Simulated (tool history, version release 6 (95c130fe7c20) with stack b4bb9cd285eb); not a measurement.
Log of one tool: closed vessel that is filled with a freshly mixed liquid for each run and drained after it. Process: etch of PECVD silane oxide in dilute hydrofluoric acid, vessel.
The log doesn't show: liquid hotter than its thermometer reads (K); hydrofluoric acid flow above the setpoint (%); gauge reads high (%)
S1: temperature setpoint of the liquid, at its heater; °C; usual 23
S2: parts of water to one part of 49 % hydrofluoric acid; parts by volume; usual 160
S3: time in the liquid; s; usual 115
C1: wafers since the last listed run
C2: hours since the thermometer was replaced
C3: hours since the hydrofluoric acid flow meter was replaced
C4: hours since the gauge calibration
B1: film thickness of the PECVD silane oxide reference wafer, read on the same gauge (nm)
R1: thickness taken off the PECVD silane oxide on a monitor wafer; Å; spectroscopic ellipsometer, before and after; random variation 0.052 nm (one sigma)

{"run": 1, "hour": 0.0, "S1": 23, "S2": 190, "S3": 115, "C1": 0, "C2": 1643.1, "C3": 1110.4, "C4": 378.1, "B1": 30.02, "R1": 106.6}
{"run": 2, "hour": 28.2, "S1": 23, "S2": 205, "S3": 115, "C1": 2116, "C2": 1671.3, "C3": 1138.6, "C4": 406.3, "B1": 30.01, "R1": 97.6}
{"run": 3, "hour": 40.4, "S1": 23, "S2": 160, "S3": 115, "C1": 915, "C2": 1683.5, "C3": 1150.8, "C4": 418.5, "B1": 30.03, "R1": 131.7}
{"run": 4, "hour": 53.5, "S1": 23, "S2": 160, "S3": 115, "C1": 983, "C2": 1696.6, "C3": 1163.9, "C4": 431.6, "B1": 30.03, "R1": 131.9}
{"run": 5, "hour": 68.1, "S1": 23, "S2": 160, "S3": 115, "C1": 1095, "C2": 1711.2, "C3": 1178.5, "C4": 446.2, "B1": 30.01, "R1": 133.2}
{"hour": 77.0, "done": "gauge calibrated"}
{"run": 6, "hour": 91.0, "S1": 23, "S2": 160, "S3": 115, "C1": 1718, "C2": 1734.1, "C3": 1201.4, "C4": 14, "B1": 30.01, "R1": 132.1}
{"run": 7, "hour": 105.9, "S1": 23, "S2": 200, "S3": 160, "C1": 1118, "C2": 1749, "C3": 1216.3, "C4": 28.9, "B1": 30.01, "R1": 141.1}
{"run": 8, "hour": 129.8, "S1": 21.5, "S2": 160, "S3": 115, "C1": 1793, "C2": 1772.9, "C3": 1240.2, "C4": 52.8, "B1": 29.99, "R1": 124}
{"run": 9, "hour": 164.0, "S1": 21.5, "S2": 160, "S3": 115, "C1": 2566, "C2": 1807.1, "C3": 1274.4, "C4": 87, "B1": 29.96, "R1": 125.2}
{"run": 10, "hour": 188.4, "S1": 23, "S2": 160, "S3": 155, "C1": 1831, "C2": 1831.5, "C3": 1298.8, "C4": 111.4, "B1": 30.03, "R1": 178.7}
{"run": 11, "hour": 204.5, "S1": 23, "S2": 160, "S3": 75, "C1": 1208, "C2": 1847.6, "C3": 1314.9, "C4": 127.5, "B1": 30, "R1": 86.2}
{"run": 12, "hour": 224.6, "S1": 23, "S2": 160, "S3": 75, "C1": 1508, "C2": 1867.7, "C3": 1335, "C4": 147.6, "B1": 29.99, "R1": 86}
{"run": 13, "hour": 260.5, "S1": 23, "S2": 160, "S3": 115, "C1": 2694, "C2": 1903.6, "C3": 1370.9, "C4": 183.5, "B1": 29.99, "R1": 133.6}
{"run": 14, "hour": 289.0, "S1": 23, "S2": 160, "S3": 115, "C1": 2138, "C2": 1932.1, "C3": 1399.4, "C4": 212, "B1": 29.99, "R1": 133.3}
{"run": 15, "hour": 316.9, "S1": 23, "S2": 160, "S3": 115, "C1": 2093, "C2": 1960, "C3": 1427.3, "C4": 239.9, "B1": 29.97, "R1": 133.1}
{"hour": 333.9, "done": "hydrofluoric acid flow meter replaced"}
{"run": 16, "hour": 334.4, "S1": 23, "S2": 135, "S3": 115, "C1": 1238, "C2": 1977.5, "C3": 0.5, "C4": 257.4, "B1": 29.97, "R1": 162.9}

Run 17 comes next. What will it give?
{"run": 17, "hour": 355.2, "S1": 19.5, "S2": 85, "S3": 95, "C1": 1560, "C2": 1998.3, "C3": 21.3, "C4": 278.2, "B1": "?", "R1": "?"}

B1: 30.01
R1: 196.5 Å
Without the tool's hidden state the same run would have given R1 184.2 Å.
